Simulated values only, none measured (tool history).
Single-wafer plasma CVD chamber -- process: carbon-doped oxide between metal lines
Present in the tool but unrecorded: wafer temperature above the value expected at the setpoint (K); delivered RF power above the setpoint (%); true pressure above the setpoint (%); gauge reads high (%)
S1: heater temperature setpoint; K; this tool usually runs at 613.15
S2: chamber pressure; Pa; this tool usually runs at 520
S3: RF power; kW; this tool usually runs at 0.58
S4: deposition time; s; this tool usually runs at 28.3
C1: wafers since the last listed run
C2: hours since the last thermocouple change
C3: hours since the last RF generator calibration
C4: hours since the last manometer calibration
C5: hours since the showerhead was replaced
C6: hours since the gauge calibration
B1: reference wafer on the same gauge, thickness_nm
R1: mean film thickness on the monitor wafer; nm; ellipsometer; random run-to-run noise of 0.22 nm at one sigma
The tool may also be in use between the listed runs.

Run 1, hour 0: usual settings; C1 0; C2 952; C3 1390.1; C4 2974.8; C5 3569; C6 81.4; B1 121.055. Result: R1 141.722 nm.
Run 2, hour 15.3: usual settings; C1 406; C2 967.3; C3 1405.4; C4 2990.1; C5 3584.3; C6 96.7; B1 121.073. Result: R1 141.337 nm.
Run 3, hour 31.5: usual settings but S1 606.15 K, S2 420 Pa; C1 429; C2 983.5; C3 1421.6; C4 3006.3; C5 3600.5; C6 112.9; B1 121.07. Result: R1 142.748 nm.
Run 4, hour 49.3: usual settings; C1 472; C2 1001.3; C3 1439.4; C4 3024.1; C5 3618.3; C6 130.7; B1 120.987. Result: R1 141.458 nm.
Run 5, hour 59.9: usual settings but S1 618.15 K, S2 587 Pa; C1 281; C2 1011.9; C3 1450; C4 3034.7; C5 3628.9; C6 141.3; B1 120.998. Result: R1 141.296 nm.
Run 6, hour 76.2: usual settings but S1 618.15 K, S2 587 Pa; C1 432; C2 1028.2; C3 1466.3; C4 3051; C5 3645.2; C6 157.6; B1 120.968. Result: R1 140.74 nm.
Run 7, hour 84.7: usual settings but S3 0.525 kW, S4 24.9 s; C1 225; C2 1036.7; C3 1474.8; C4 3059.5; C5 3653.7; C6 166.1; B1 120.991. Result: R1 117.125 nm.
Run 8, hour 93: usual settings but S3 0.525 kW, S4 24.9 s; C1 220; C2 1045; C3 1483.1; C4 3067.8; C5 3662; C6 174.4; B1 120.986. Result: R1 116.943 nm.
Run 9, hour 104.1: usual settings but S3 0.525 kW, S4 24.9 s; C1 294; C2 1056.1; C3 1494.2; C4 3078.9; C5 3673.1; C6 185.5; B1 120.97. Result: R1 116.718 nm.
Run 10, hour 120.4: usual settings but S1 617.15 K; C1 432; C2 1072.4; C3 1510.5; C4 3095.2; C5 3689.4; C6 201.8; B1 121.03. Result: R1 139.316 nm.
Run 11, hour 128.4: usual settings but S1 617.15 K; C1 212; C2 1080.4; C3 1518.5; C4 3103.2; C5 3697.4; C6 209.8; B1 120.998. Result: R1 138.977 nm.
Run 12, hour 143.1: usual settings but S1 602.15 K, S3 0.62 kW, S4 24.3 s; C1 390; C2 1095.1; C3 1533.2; C4 3117.9; C5 3712.1; C6 224.5; B1 120.978. Result: R1 131.97 nm.
Run 13, hour 149.4: usual settings but S1 603.15 K, S2 393 Pa, S3 0.54 kW; C1 167; C2 1101.4; C3 1539.5; C4 3124.2; C5 3718.4; C6 230.8; B1 120.992. Result: R1 136.532 nm.
At hour 159.8: gauge calibrated.
At hour 168.7: RF generator calibrated.
Run 14, hour 169.2: usual settings; C1 313; C2 1121.2; C3 0.5; C4 3144; C5 3738.2; C6 9.4; B1 120.999. Result: R1 148.522 nm.
At hour 181.7: capacitance manometer re-zeroed and calibrated.
Run 15, hour 182.2: usual settings but S1 604.15 K, S2 400 Pa, S3 0.55 kW; C1 132; C2 1134.2; C3 13.5; C4 0.5; C5 3751.2; C6 22.4; B1 120.984. Result: R1 145.315 nm.
Run 16, hour 185.5: usual settings but S2 444 Pa, S4 26.8 s; C1 87; C2 1137.5; C3 16.8; C4 3.8; C5 3754.5; C6 25.7; B1 121.011. Result: R1 138.637 nm.
Run 17, hour 194.1: usual settings but S2 444 Pa, S3 0.48 kW, S4 24 s; C1 228; C2 1146.1; C3 25.4; C4 12.4; C5 3763.1; C6 34.3; B1 120.997. Result: R1 110.677 nm.
At hour 236.3: showerhead replaced.
At hour 239: thermocouple changed; heater temperature recalibrated.
Run 18, hour 244: usual settings but S1 618.15 K, S2 587 Pa; C1 1041; C2 5; C3 75.3; C4 62.3; C5 7.7; C6 84.2; B1 120.913. Result: R1 147.698 nm.
Run 19, hour 261.8: usual settings; C1 472; C2 22.8; C3 93.1; C4 80.1; C5 25.5; C6 102; B1 120.947. Result: R1 148.299 nm.
Run 20, hour 277.6: usual settings but S1 619.15 K; C1 419; C2 38.6; C3 108.9; C4 95.9; C5 41.3; C6 117.8; B1 120.882. Result: R1 145.552 nm.
Run 21, hour 285.3: usual settings but S1 618.15 K, S2 604 Pa; C1 204; C2 46.3; C3 116.6; C4 103.6; C5 49; C6 125.5; B1 121.068. Result: R1 147.465 nm.
Run 22, hour 300: usual settings but S1 618.15 K, S3 0.675 kW; C1 390; C2 61; C3 131.3; C4 118.3; C5 63.7; C6 140.2; B1 121.059. Result: R1 159.858 nm.

Predict each of these 5 candidate next runs independently; none follows another, all start after run 22:
Run A, hour 300.4: usual settings; C1 10; C2 61.4; C3 131.7; C4 118.7; C5 64.1; C6 140.6; B1 ?. Result: R1 ?.
Run B, hour 300.4: usual settings but S2 412 Pa, S3 0.62 kW, S4 32.4 s; C1 10; C2 61.4; C3 131.7; C4 118.7; C5 64.1; C6 140.6; B1 ?. Result: R1 ?.
Run C, hour 300.4: usual settings but S3 0.655 kW; C1 10; C2 61.4; C3 131.7; C4 118.7; C5 64.1; C6 140.6; B1 ?. Result: R1 ?.
Run D, hour 300.4: usual settings but S2 469 Pa, S4 31.4 s; C1 10; C2 61.4; C3 131.7; C4 118.7; C5 64.1; C6 140.6; B1 ?. Result: R1 ?.
Run E, hour 300.4: usual settings but S1 608.15 K, S2 600 Pa; C1 10; C2 61.4; C3 131.7; C4 118.7; C5 64.1; C6 140.6; B1 ?. Result: R1 ?.

run       B1       R1
  A  121.036  147.961
  B  121.036  172.378
  C  121.036   159.32
  D  121.036  162.351
  E  121.036  153.221
Stripped of hidden state, with their random variation kept, the same runs would have yielded:
run       R1
  A   148.99
  B  173.576
  C  160.413
  D  163.479
  E  154.286
